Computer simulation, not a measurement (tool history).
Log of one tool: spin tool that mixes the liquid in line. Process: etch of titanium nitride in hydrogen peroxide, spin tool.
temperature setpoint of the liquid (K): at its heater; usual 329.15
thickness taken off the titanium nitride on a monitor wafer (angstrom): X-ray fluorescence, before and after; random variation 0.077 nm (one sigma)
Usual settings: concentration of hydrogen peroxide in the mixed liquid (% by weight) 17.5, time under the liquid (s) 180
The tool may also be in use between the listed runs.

| run | day | temperature setpoint of the liquid (K) | concentration of hydrogen peroxide in the mixed liquid (% by weight) | time under the liquid (s) | read-back film thickness of the titanium nitride reference wafer, read on the same gauge (nm) | thickness taken off the titanium nitride on a monitor wafer (angstrom) |
|---|---|---|---|---|---|---|
| 1 | 0 | 329.15 | 17.5 | 180 | 99.98 | 161.5 |
| 2 | 1.446 | 329.15 | 17.5 | 180 | 100.03 | 162.3 |
| 3 | 2.942 | 329.15 | 17.5 | 180 | 100.01 | 163 |
| 4 | 4.871 | 329.15 | 17.5 | 180 | 100 | 161.6 |
| 5 | 6.646 | 329.15 | 17.5 | 180 | 100.01 | 161.9 |
| 6 | 9.2 | 329.15 | 17.5 | 125 | 100.01 | 111.6 |
| 7 | 10.454 | 329.15 | 17.5 | 125 | 99.99 | 111.9 |
|  | 11.142 | peroxide flow meter replaced |
| 8 | 12.329 | 329.15 | 17.5 | 125 | 100 | 112 |
| 9 | 13.95 | 329.15 | 17.5 | 180 | 100 | 160.5 |
| 10 | 16.429 | 329.15 | 19 | 85 | 100.02 | 76.3 |
|  | 17.7 | gauge calibrated |
| 11 | 18.038 | 323.65 | 16 | 285 | 100.01 | 168.2 |
| 12 | 20.817 | 334.65 | 21.5 | 125 | 100 | 168.5 |
|  | 21.058 | new drum of peroxide connected |
| 13 | 22.979 | 326.65 | 17.5 | 180 | 100 | 132.5 |
|  | 23.729 | heated supply line repaired |
|  | 24.467 | thermometer replaced |
| 14 | 24.796 | 329.15 | 17.5 | 180 | 100 | 165.1 |
| 15 | 27.362 | 329.15 | 20 | 90 | 99.99 | 85 |
| 16 | 29.058 | 329.15 | 17.5 | 180 | 100.02 | 164.7 |
| 17 | 31.458 | 332.15 | 14.5 | 215 | 99.99 | 231.4 |
| 18 | 33.721 | 334.65 | 17.5 | 180 | 100.01 | 239.3 |

Forecast each of these 3 alternatives for the next run:
| A | 33.742 | 329.15 | 17.5 | 265 | ? | ? |
| B | 33.742 | 336.15 | 17.5 | 180 | ? | ? |
| C | 33.742 | 323.65 | 15.5 | 130 | ? | ? |

| run | read-back film thickness of the titanium nitride reference wafer, read on the same gauge (nm) | thickness taken off the titanium nitride on a monitor wafer (angstrom) |
|---|---|---|
| A | 100.01 | 239.5 |
| B | 100.01 | 262.3 |
| C | 100.01 | 77.6 |
Without the tool's hidden state the same runs would have given:
| run | thickness taken off the titanium nitride on a monitor wafer (angstrom) |
|---|---|
| A | 242.2 |
| B | 265.1 |
| C | 78.4 |
